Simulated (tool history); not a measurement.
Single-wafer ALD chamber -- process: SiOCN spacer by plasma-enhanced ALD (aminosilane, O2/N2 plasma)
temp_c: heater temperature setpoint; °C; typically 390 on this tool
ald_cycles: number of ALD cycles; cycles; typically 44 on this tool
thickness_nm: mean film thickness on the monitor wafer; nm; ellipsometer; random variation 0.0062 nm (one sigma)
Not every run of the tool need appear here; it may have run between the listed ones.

run,day,temp_c,ald_cycles,"read-back reference wafer on the same gauge, thickness_nm",thickness_nm
1,0,390,49,2.214,2.798
2,2.396,390,44,2.215,2.515
3,5.5,390,44,2.218,2.508
4,9.438,390,44,2.221,2.517
5,11.783,390,44,2.222,2.508
6,13.646,390,44,2.226,2.521
7,17.404,390,44,2.226,2.521
8,21.712,379,44,2.23,2.518
9,23.542,379,44,2.231,2.539
10,27.538,379,44,2.235,2.528
11,29.621,390,44,2.239,2.537
# day 30.788: thermocouple changed; heater temperature recalibrated
12,31.596,390,44,2.239,2.534
13,33.112,390,39,2.241,2.251
14,36.621,390,35,2.241,2.024
# day 37.6: gauge calibrated
15,39.421,390,47,2.198,2.663
16,42.221,382,39,2.201,2.211
17,45.254,384,47,2.204,2.67
18,47.517,379,44,2.204,2.49
19,51.217,384,46,2.205,2.612
20,55.608,390,44,2.212,2.501
21,57.3,399,47,2.21,2.666
22,59.725,376,40,2.214,2.285
23,63.812,390,44,2.216,2.512
24,67.95,382,50,2.221,2.865
25,69.488,390,38,2.222,2.177
# day 70.971: thermocouple changed; heater temperature recalibrated
26,71.204,390,44,2.225,2.529

Selected run-to-run steps in thickness_nm, each split into two signed amounts: the part the tool would show with no hidden state at all (from settings, incoming material and random variation), and the remainder, which goes to the hidden state together with any gauge scatter not common to the measured and the hidden-state-free results:
The hidden state here: wafer temperature above the value expected at the setpoint (K); gauge reads high (%).
Run 14 -> 15: ald_cycles 35 -> 47, gauge calibrated. thickness_nm +0.639 nm: hidden state -0.041, all else +0.68.
Run 23 -> 24: temp_c 390 -> 382, ald_cycles 44 -> 50. thickness_nm +0.353 nm: hidden state +0.007, all else +0.346.
Run 24 -> 25: temp_c 382 -> 390, ald_cycles 50 -> 38. thickness_nm -0.688 nm: hidden state -0.006, all else -0.682.

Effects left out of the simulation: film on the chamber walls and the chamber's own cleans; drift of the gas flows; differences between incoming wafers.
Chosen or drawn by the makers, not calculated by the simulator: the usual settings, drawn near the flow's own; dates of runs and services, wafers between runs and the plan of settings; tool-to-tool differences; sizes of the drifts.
